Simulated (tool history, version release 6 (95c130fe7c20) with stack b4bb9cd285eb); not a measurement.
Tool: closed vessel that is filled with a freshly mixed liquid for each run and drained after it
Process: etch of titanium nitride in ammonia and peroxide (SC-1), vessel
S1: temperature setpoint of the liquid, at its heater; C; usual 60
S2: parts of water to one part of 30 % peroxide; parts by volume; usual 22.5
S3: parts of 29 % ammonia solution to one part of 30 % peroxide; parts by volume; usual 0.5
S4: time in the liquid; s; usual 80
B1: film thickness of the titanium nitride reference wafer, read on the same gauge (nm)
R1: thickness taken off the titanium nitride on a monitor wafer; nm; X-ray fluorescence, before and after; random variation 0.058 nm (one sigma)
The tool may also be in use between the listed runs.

{"run": 1, "hour": 0.0, "S1": 60, "S2": 22.5, "S3": 0.5, "S4": 80, "B1": 109.98, "R1": 5.52}
{"run": 2, "hour": 49.2, "S1": 60, "S2": 22.5, "S3": 0.5, "S4": 80, "B1": 109.99, "R1": 5.51}
{"run": 3, "hour": 77.5, "S1": 60, "S2": 22.5, "S3": 0.5, "S4": 80, "B1": 109.96, "R1": 5.43}
{"run": 4, "hour": 114.1, "S1": 64, "S2": 22.5, "S3": 0.5, "S4": 80, "B1": 109.99, "R1": 7.11}
{"hour": 162.6, "done": "gauge calibrated"}
{"run": 5, "hour": 171.7, "S1": 60, "S2": 19.5, "S3": 0.65, "S4": 80, "B1": 109.99, "R1": 6.15}
{"run": 6, "hour": 203.3, "S1": 60, "S2": 19.5, "S3": 0.65, "S4": 80, "B1": 109.98, "R1": 6.25}
{"hour": 268.8, "done": "new drum of ammonia solution connected"}
{"run": 7, "hour": 271.0, "S1": 60, "S2": 22.5, "S3": 0.45, "S4": 80, "B1": 110.01, "R1": 5.25}
{"run": 8, "hour": 316.0, "S1": 52.5, "S2": 22.5, "S3": 0.5, "S4": 80, "B1": 110, "R1": 3.28}
{"hour": 349.2, "done": "thermometer replaced"}
{"run": 9, "hour": 377.6, "S1": 52.5, "S2": 22.5, "S3": 0.5, "S4": 80, "B1": 109.96, "R1": 3.7}
{"run": 10, "hour": 409.7, "S1": 66.5, "S2": 28.5, "S3": 0.5, "S4": 80, "B1": 110, "R1": 8.09}
{"run": 11, "hour": 434.3, "S1": 60, "S2": 22.5, "S3": 0.7, "S4": 115, "B1": 110, "R1": 9.22}
{"run": 12, "hour": 481.2, "S1": 60, "S2": 22.5, "S3": 0.65, "S4": 80, "B1": 110.01, "R1": 6.35}
{"run": 13, "hour": 524.1, "S1": 60, "S2": 22.5, "S3": 0.5, "S4": 80, "B1": 110.04, "R1": 6.01}
{"run": 14, "hour": 591.1, "S1": 70, "S2": 22.5, "S3": 0.7, "S4": 100, "B1": 110.04, "R1": 15.19}
{"run": 15, "hour": 636.0, "S1": 60, "S2": 22.5, "S3": 0.5, "S4": 80, "B1": 110.01, "R1": 6.07}
{"hour": 646.2, "done": "ammonia flow meter replaced"}
{"run": 16, "hour": 669.5, "S1": 60, "S2": 22.5, "S3": 0.6, "S4": 50, "B1": 110.02, "R1": 3.87}
{"hour": 707.7, "done": "new drum of ammonia solution connected"}
{"run": 17, "hour": 737.6, "S1": 60, "S2": 22.5, "S3": 0.7, "S4": 115, "B1": 109.99, "R1": 9.14}
{"run": 18, "hour": 788.3, "S1": 60, "S2": 22.5, "S3": 0.5, "S4": 80, "B1": 110, "R1": 5.92}
{"run": 19, "hour": 842.8, "S1": 65.5, "S2": 22.5, "S3": 0.5, "S4": 110, "B1": 110.01, "R1": 11.53}
{"run": 20, "hour": 869.5, "S1": 60, "S2": 18.5, "S3": 0.65, "S4": 115, "B1": 110.02, "R1": 10.01}
{"run": 21, "hour": 924.0, "S1": 60, "S2": 22.5, "S3": 0.5, "S4": 80, "B1": 110.03, "R1": 5.84}
{"run": 22, "hour": 960.3, "S1": 52.5, "S2": 31.5, "S3": 0.4, "S4": 50, "B1": 109.98, "R1": 1.8}
{"run": 23, "hour": 1000.4, "S1": 67, "S2": 25.5, "S3": 0.5, "S4": 80, "B1": 110, "R1": 8.75}
{"run": 24, "hour": 1031.2, "S1": 60, "S2": 22.5, "S3": 0.5, "S4": 120, "B1": 110.01, "R1": 8.98}
{"hour": 1106.4, "done": "new drum of ammonia solution connected"}
{"run": 25, "hour": 1173.2, "S1": 60, "S2": 14, "S3": 0.3, "S4": 40, "B1": 110, "R1": 3.45}
{"run": 26, "hour": 1237.0, "S1": 60, "S2": 22.5, "S3": 0.5, "S4": 80, "B1": 110.03, "R1": 5.85}
{"run": 27, "hour": 1269.3, "S1": 60, "S2": 22.5, "S3": 0.5, "S4": 80, "B1": 109.98, "R1": 5.77}

Measured less the same run without the tool's hidden state. The same run-to-run variation is in both; the gauge's scatter may not be:
The hidden state here: liquid colder than its thermometer reads (K); ammonia flow below the setpoint (%); ammonia solution weaker than its label (%); gauge reads high (%).
run=1 R1=-0.61
run=2 R1=-0.62
run=3 R1=-0.62
run=4 R1=-0.8
run=5 R1=-0.73
run=6 R1=-0.75
run=7 R1=-0.65
run=8 R1=-0.44
run=9 R1=-0.03
run=10 R1=-0.08
run=11 R1=-0.1
run=12 R1=-0.08
run=13 R1=-0.09
run=14 R1=-0.25
run=15 R1=-0.12
run=16 R1=-0.08
run=17 R1=-0.23
run=18 R1=-0.16
run=19 R1=-0.33
run=20 R1=-0.3
run=21 R1=-0.19
run=22 R1=-0.06
run=23 R1=-0.3
run=24 R1=-0.34
run=25 R1=-0.15
run=26 R1=-0.28
run=27 R1=-0.28
